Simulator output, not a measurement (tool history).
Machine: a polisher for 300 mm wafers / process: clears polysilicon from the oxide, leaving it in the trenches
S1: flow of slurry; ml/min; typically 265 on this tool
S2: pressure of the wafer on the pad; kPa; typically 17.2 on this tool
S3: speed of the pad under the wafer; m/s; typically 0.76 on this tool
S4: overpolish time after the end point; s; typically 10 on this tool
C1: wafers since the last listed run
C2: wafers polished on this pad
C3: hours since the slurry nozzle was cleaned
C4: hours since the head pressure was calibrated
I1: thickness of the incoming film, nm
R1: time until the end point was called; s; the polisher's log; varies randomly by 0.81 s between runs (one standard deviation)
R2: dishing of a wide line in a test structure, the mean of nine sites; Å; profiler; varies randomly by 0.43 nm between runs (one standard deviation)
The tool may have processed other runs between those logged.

{"run": 1, "hour": 0.0, "S1": 265, "S2": 17.2, "S3": 0.96, "S4": 10, "C1": 0, "C2": 635, "C3": 393.2, "C4": 713.8, "I1": 574.5, "R1": 40.4, "R2": 420}
{"hour": 45.4, "done": "slurry nozzle cleaned"}
{"run": 2, "hour": 66.5, "S1": 265, "S2": 17.2, "S3": 0.96, "S4": 10, "C1": 603, "C2": 1239, "C3": 21.1, "C4": 780.3, "I1": 574, "R1": 39.8, "R2": 432}
{"run": 3, "hour": 128.0, "S1": 265, "S2": 17.2, "S3": 0.76, "S4": 10, "C1": 566, "C2": 1805, "C3": 82.6, "C4": 841.8, "I1": 581.5, "R1": 50.2, "R2": 416}
{"hour": 161.2, "done": "worn pad replaced by a new one"}
{"run": 4, "hour": 171.9, "S1": 265, "S2": 17.2, "S3": 0.76, "S4": 10, "C1": 367, "C2": 98, "C3": 126.5, "C4": 885.7, "I1": 581.3, "R1": 50.4, "R2": 407}
{"run": 5, "hour": 229.3, "S1": 265, "S2": 17.2, "S3": 0.76, "S4": 10, "C1": 528, "C2": 627, "C3": 183.9, "C4": 943.1, "I1": 574.7, "R1": 48.8, "R2": 408}
{"run": 6, "hour": 287.7, "S1": 265, "S2": 17.2, "S3": 0.76, "S4": 10, "C1": 537, "C2": 1165, "C3": 242.3, "C4": 1001.5, "I1": 573.3, "R1": 48.3, "R2": 419}
{"run": 7, "hour": 343.2, "S1": 265, "S2": 17.2, "S3": 0.76, "S4": 10, "C1": 511, "C2": 1676, "C3": 297.8, "C4": 1057, "I1": 566.2, "R1": 47.7, "R2": 422}
{"hour": 383.3, "done": "worn pad replaced by a new one"}
{"run": 8, "hour": 441.4, "S1": 265, "S2": 17.2, "S3": 0.76, "S4": 14, "C1": 867, "C2": 535, "C3": 396, "C4": 1155.2, "I1": 560.3, "R1": 45.5, "R2": 424}
{"hour": 461.1, "done": "head pressure recalibrated"}
{"run": 9, "hour": 488.4, "S1": 265, "S2": 20.7, "S3": 0.76, "S4": 10, "C1": 414, "C2": 949, "C3": 443, "C4": 27.3, "I1": 569.5, "R1": 38.7, "R2": 423}
{"run": 10, "hour": 540.2, "S1": 265, "S2": 17.2, "S3": 0.7, "S4": 13, "C1": 476, "C2": 1426, "C3": 494.8, "C4": 79.1, "I1": 575.8, "R1": 48.7, "R2": 424}
{"hour": 574.1, "done": "slurry nozzle cleaned"}
{"hour": 581.4, "done": "worn pad replaced by a new one"}
{"run": 11, "hour": 620.3, "S1": 265, "S2": 15.2, "S3": 0.58, "S4": 10, "C1": 691, "C2": 357, "C3": 46.2, "C4": 159.2, "I1": 576.1, "R1": 65.6, "R2": 388}
{"hour": 701.7, "done": "head pressure recalibrated, repeated, since the last time left the tool worse"}
{"run": 12, "hour": 724.9, "S1": 210, "S2": 13.8, "S3": 0.76, "S4": 5, "C1": 944, "C2": 1302, "C3": 150.8, "C4": 23.2, "I1": 566.4, "R1": 65.1, "R2": 285}
{"hour": 796.0, "done": "worn pad replaced by a new one"}
{"run": 13, "hour": 796.5, "S1": 265, "S2": 17.2, "S3": 0.76, "S4": 6, "C1": 622, "C2": 4, "C3": 222.4, "C4": 94.8, "I1": 571.3, "R1": 51.8, "R2": 352}
{"run": 14, "hour": 845.2, "S1": 265, "S2": 17.2, "S3": 0.6, "S4": 10, "C1": 448, "C2": 452, "C3": 271.1, "C4": 143.5, "I1": 565, "R1": 63.2, "R2": 387}
{"run": 15, "hour": 916.8, "S1": 265, "S2": 17.2, "S3": 0.76, "S4": 10, "C1": 659, "C2": 1111, "C3": 342.7, "C4": 215.1, "I1": 567.2, "R1": 52.9, "R2": 417}
{"run": 16, "hour": 1011.4, "S1": 265, "S2": 17.2, "S3": 0.76, "S4": 16, "C1": 871, "C2": 1983, "C3": 437.3, "C4": 309.7, "I1": 581.5, "R1": 53.5, "R2": 431}

Branching from run 16: 5 alternative next runs. What would each branch give?
{"run": "A", "hour": 1011.8, "S1": 350, "S2": 17.2, "S3": 0.76, "S4": 10, "C1": 3, "C2": 1986, "C3": 437.7, "C4": 310.1, "I1": 569.2, "R1": "?", "R2": "?"}
{"run": "B", "hour": 1011.8, "S1": 265, "S2": 17.2, "S3": 0.5, "S4": 8, "C1": 3, "C2": 1986, "C3": 437.7, "C4": 310.1, "I1": 569.2, "R1": "?", "R2": "?"}
{"run": "C", "hour": 1011.8, "S1": 265, "S2": 17.2, "S3": 0.98, "S4": 10, "C1": 3, "C2": 1986, "C3": 437.7, "C4": 310.1, "I1": 569.2, "R1": "?", "R2": "?"}
{"run": "D", "hour": 1011.8, "S1": 265, "S2": 14.5, "S3": 1, "S4": 10, "C1": 3, "C2": 1986, "C3": 437.7, "C4": 310.1, "I1": 569.2, "R1": "?", "R2": "?"}
{"run": "E", "hour": 1011.8, "S1": 180, "S2": 17.2, "S3": 0.94, "S4": 12, "C1": 3, "C2": 1986, "C3": 437.7, "C4": 310.1, "I1": 569.2, "R1": "?", "R2": "?"}

run=A R1=50.2 R2=413
run=B R1=74.9 R2=345
run=C R1=40.2 R2=425
run=D R1=47 R2=417
run=E R1=42.9 R2=429
Without the tool's unlogged condition, the same runs would have read:
run=A R1=51 R2=411
run=B R1=76 R2=342
run=C R1=40.9 R2=424
run=D R1=47.7 R2=416
run=E R1=43.5 R2=429
